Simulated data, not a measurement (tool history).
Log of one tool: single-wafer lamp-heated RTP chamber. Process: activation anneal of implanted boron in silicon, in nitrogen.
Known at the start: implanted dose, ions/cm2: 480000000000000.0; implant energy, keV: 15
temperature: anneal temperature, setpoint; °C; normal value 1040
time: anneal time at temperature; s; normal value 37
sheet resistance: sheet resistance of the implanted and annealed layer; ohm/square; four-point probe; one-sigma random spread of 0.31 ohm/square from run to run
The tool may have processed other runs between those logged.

run	hour	temperature	time	wafers since the last listed run	wafers since the last pyrometer calibration	wafers since the reflector plate was cleaned	hours since the gauge calibration	read-back reference wafer on the same gauge, sheet resistance	sheet resistance
1	0	1047	37	0	1507	7465	283.2	180.97	207.42
2	13.2	1049	24	151	1659	7616	296.4	180.95	208.89
3	26.8	1040	37	156	1815	7773	310	181.05	208.13
4	36.3	1040	37	109	1924	7882	319.5	181.03	207.74
5	53.5	1040	37	197	2122	8079	336.7	181.06	208.02
6	67.2	1040	37	157	2279	8237	350.4	181.01	207.93
7	84	1040	37	193	2472	8430	367.2	181.01	207.94
8	97.8	1040	37	158	2631	8589	381	180.89	208.29
9	107.9	1040	37	116	2747	8705	391.1	180.96	207.71
10	124.5	1058	37	190	2938	8895	407.7	181.04	205.76
11	131.3	1058	37	78	3016	8974	414.5	181.09	205.48
12	139.1	1058	37	89	3105	9063	422.3	181.01	206.46
13	148.4	1040	37	106	3212	9170	431.6	180.98	207.67
14	156.8	1040	37	96	3309	9267	440	181.15	207.79
15	168.3	1040	37	132	3441	9399	451.5	181.04	207.89
# hour 182.4: pyrometer window cleaned and pyrometer calibrated
16	183.8	1052	24	86	15	9485	467	181.1	209.11
17	234.8	1019	37	586	601	10071	518	180.95	210.2
18	247.1	1053	47	141	743	10212	530.3	180.94	205.93
19	261.1	1040	37	160	904	10373	544.3	180.97	207.63
20	267.7	1040	21	75	979	10449	550.9	181.04	209.55
21	283	1067	37	175	1155	10625	566.2	181.05	205.32
22	326.5	1040	30	499	1655	11125	609.7	181	208.71
# hour 341.2: gauge calibrated
23	354.7	1040	22	324	1979	11449	13.5	180.92	209.63
24	365.4	1040	37	122	2102	11572	24.2	181.08	208.11
25	378.8	1028	37	153	2256	11726	37.6	181.03	208.75
26	396.1	1040	37	198	2455	11925	54.9	181.01	207.65
27	405	1040	37	102	2557	12027	63.8	181.01	207.88
# hour 416.9: reflector plate cleaned
28	417.4	1040	56	50	2608	6	76.2	181.02	205.69
29	423.6	1040	37	71	2679	77	82.4	181.08	207.27
30	436.2	1025	23	144	2824	222	95	181.06	210.11
31	453.5	1040	23	198	3023	421	112.3	180.98	208.74
32	470.2	1017	44	191	3215	613	129	181.06	208.84
33	480.2	1040	37	114	3330	727	139	180.93	207.63
# hour 490.9: pyrometer window cleaned and pyrometer calibrated
34	494.1	1058	29	67	37	795	152.9	180.93	208.04
35	504.4	1040	45	118	155	914	163.2	181.02	207.56
36	552.6	1069	37	553	709	1468	211.4	180.99	205.52
37	569	1057	51	188	897	1656	227.8	181	205.03

Measured less the same run without the tool's hidden state. The same run-to-run variation is in both; the gauge's scatter may not be:
Unlogged tool condition in this case: true wafer temperature minus pyrometer reading, K; wafer temperature error from the tarnished reflector plate, K; gauge reads high (%).
run	sheet resistance
1	-0.87
2	-0.76
3	-0.9
4	-0.93
5	-0.96
6	-0.99
7	-1.01
8	-1.04
9	-1.04
10	-1.14
11	-1.15
12	-1.16
13	-1.08
14	-1.09
15	-1.09
16	-0.1
17	-0.6
18	-0.66
19	-0.64
20	-0.53
21	-0.8
22	-0.8
23	-0.75
24	-0.97
25	-1.01
26	-1.02
27	-1.03
28	-1.23
29	-1.05
30	-0.97
31	-0.87
32	-1.34
33	-1.11
34	-0.19
35	-0.31
36	-0.67
37	-0.81

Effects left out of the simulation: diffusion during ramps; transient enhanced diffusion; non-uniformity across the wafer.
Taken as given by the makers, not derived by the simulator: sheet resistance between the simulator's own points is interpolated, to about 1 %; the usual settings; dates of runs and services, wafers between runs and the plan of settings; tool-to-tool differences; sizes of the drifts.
